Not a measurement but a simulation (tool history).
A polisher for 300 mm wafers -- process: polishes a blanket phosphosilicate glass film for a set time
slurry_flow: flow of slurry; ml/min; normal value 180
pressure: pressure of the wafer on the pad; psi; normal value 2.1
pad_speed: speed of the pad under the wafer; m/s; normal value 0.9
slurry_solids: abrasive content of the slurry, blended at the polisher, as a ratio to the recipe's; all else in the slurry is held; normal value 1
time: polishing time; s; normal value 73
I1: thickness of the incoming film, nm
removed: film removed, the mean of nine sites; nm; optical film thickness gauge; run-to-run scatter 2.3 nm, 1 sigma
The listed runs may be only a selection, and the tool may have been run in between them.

{"run": 1, "hour": 0.0, "slurry_flow": 220, "pressure": 2.1, "pad_speed": 0.9, "slurry_solids": 1, "time": 73, "I1": 3132.7, "removed": 324.7}
{"run": 2, "hour": 92.6, "slurry_flow": 220, "pressure": 2.1, "pad_speed": 0.9, "slurry_solids": 1, "time": 73, "I1": 3201.1, "removed": 323.5}
{"run": 3, "hour": 137.7, "slurry_flow": 220, "pressure": 2.1, "pad_speed": 0.9, "slurry_solids": 1, "time": 73, "I1": 3132.9, "removed": 324.4}
{"run": 4, "hour": 434.5, "slurry_flow": 180, "pressure": 2.1, "pad_speed": 0.9, "slurry_solids": 1, "time": 73, "I1": 3193.8, "removed": 312.2}
{"run": 5, "hour": 520.1, "slurry_flow": 180, "pressure": 2.1, "pad_speed": 0.9, "slurry_solids": 1, "time": 73, "I1": 3110.1, "removed": 312.5}
{"run": 6, "hour": 624.9, "slurry_flow": 180, "pressure": 2.1, "pad_speed": 0.9, "slurry_solids": 1, "time": 73, "I1": 3171.9, "removed": 312}
{"run": 7, "hour": 716.6, "slurry_flow": 180, "pressure": 2.1, "pad_speed": 0.9, "slurry_solids": 1, "time": 73, "I1": 3173.9, "removed": 310.3}
{"run": 8, "hour": 817.8, "slurry_flow": 180, "pressure": 2.1, "pad_speed": 0.9, "slurry_solids": 1, "time": 73, "I1": 3182, "removed": 310.8}
{"run": 9, "hour": 860.1, "slurry_flow": 180, "pressure": 2.1, "pad_speed": 0.9, "slurry_solids": 1, "time": 73, "I1": 3209.9, "removed": 314.2}
{"run": 10, "hour": 940.1, "slurry_flow": 180, "pressure": 2.1, "pad_speed": 0.9, "slurry_solids": 1, "time": 73, "I1": 3141.7, "removed": 313.6}
{"run": 11, "hour": 1041.1, "slurry_flow": 180, "pressure": 2.1, "pad_speed": 1.12, "slurry_solids": 1, "time": 73, "I1": 3113.9, "removed": 354.5}
{"run": 12, "hour": 1147.0, "slurry_flow": 220, "pressure": 2.1, "pad_speed": 0.9, "slurry_solids": 1, "time": 73, "I1": 3111.4, "removed": 317.4}
{"run": 13, "hour": 1253.1, "slurry_flow": 140, "pressure": 2.1, "pad_speed": 0.9, "slurry_solids": 1, "time": 66, "I1": 3174.5, "removed": 271}
{"run": 14, "hour": 1325.2, "slurry_flow": 180, "pressure": 1.8, "pad_speed": 0.9, "slurry_solids": 1, "time": 73, "I1": 3152.8, "removed": 286.9}
{"run": 15, "hour": 1429.2, "slurry_flow": 160, "pressure": 2.1, "pad_speed": 0.6, "slurry_solids": 1, "time": 91, "I1": 3209.2, "removed": 309.6}
{"run": 16, "hour": 1524.0, "slurry_flow": 180, "pressure": 2.1, "pad_speed": 1.12, "slurry_solids": 1, "time": 73, "I1": 3158.9, "removed": 360.1}
{"run": 17, "hour": 1587.2, "slurry_flow": 180, "pressure": 2.1, "pad_speed": 0.9, "slurry_solids": 1.1, "time": 99, "I1": 3179.8, "removed": 440.2}
{"run": 18, "hour": 1632.1, "slurry_flow": 180, "pressure": 2.1, "pad_speed": 1.06, "slurry_solids": 1, "time": 73, "I1": 3124, "removed": 346.1}
{"run": 19, "hour": 1712.3, "slurry_flow": 155, "pressure": 2.3, "pad_speed": 0.9, "slurry_solids": 1, "time": 73, "I1": 3175.9, "removed": 317.5}
{"run": 20, "hour": 1800.0, "slurry_flow": 180, "pressure": 2.1, "pad_speed": 0.9, "slurry_solids": 0.8, "time": 73, "I1": 3166.4, "removed": 286.7}
{"run": 21, "hour": 1874.3, "slurry_flow": 200, "pressure": 2.1, "pad_speed": 1.22, "slurry_solids": 0.85, "time": 97, "I1": 3183.2, "removed": 474.7}
{"run": 22, "hour": 1960.9, "slurry_flow": 180, "pressure": 1.8, "pad_speed": 0.9, "slurry_solids": 1.15, "time": 73, "I1": 3123.6, "removed": 299.1}
{"run": 23, "hour": 1998.9, "slurry_flow": 180, "pressure": 2.1, "pad_speed": 0.9, "slurry_solids": 1, "time": 73, "I1": 3187.7, "removed": 315.8}

The log once held 19 entries between its listed runs, left out of this copy. Where does each go, and what is different about the tool's unlogged condition between the listed run before it and the listed run after it?
Runs 1 to 2: slurry nozzle cleaned (hour 60.1)
  both runs share identical hidden conditions
Runs 3 to 4: slurry blender recalibrated (hour 162.8); worn pad replaced by a new one (hour 215.2); conditioning disc replaced and pad reconditioned (hour 302.3)
  both runs share identical hidden conditions
Runs 5 to 6: slurry blender recalibrated (hour 523.9); worn pad replaced by a new one (hour 593.1)
  both runs share identical hidden conditions
Runs 6 to 7: slurry nozzle cleaned (hour 634)
  both runs share identical hidden conditions
Runs 7 to 8: conditioning disc replaced and pad reconditioned (hour 786.5)
  both runs share identical hidden conditions
Runs 10 to 11: slurry blender recalibrated (hour 951.2); worn pad replaced by a new one (hour 1023.9); head pressure recalibrated (hour 1031.4)
  both runs share identical hidden conditions
Runs 11 to 12: slurry nozzle cleaned (hour 1097.2)
  both runs share identical hidden conditions
Runs 12 to 13: conditioning disc replaced and pad reconditioned (hour 1229.4)
  both runs share identical hidden conditions
Runs 14 to 15: slurry blender recalibrated (hour 1328.6)
  both runs share identical hidden conditions
Runs 15 to 16: worn pad replaced by a new one (hour 1442)
  both runs share identical hidden conditions
Runs 16 to 17: slurry nozzle cleaned (hour 1537.4)
  both runs share identical hidden conditions
Runs 19 to 20: slurry blender recalibrated (hour 1737.7)
  both runs share identical hidden conditions
Runs 20 to 21: conditioning disc replaced and pad reconditioned (hour 1807.9); worn pad replaced by a new one (hour 1841.2)
  both runs share identical hidden conditions
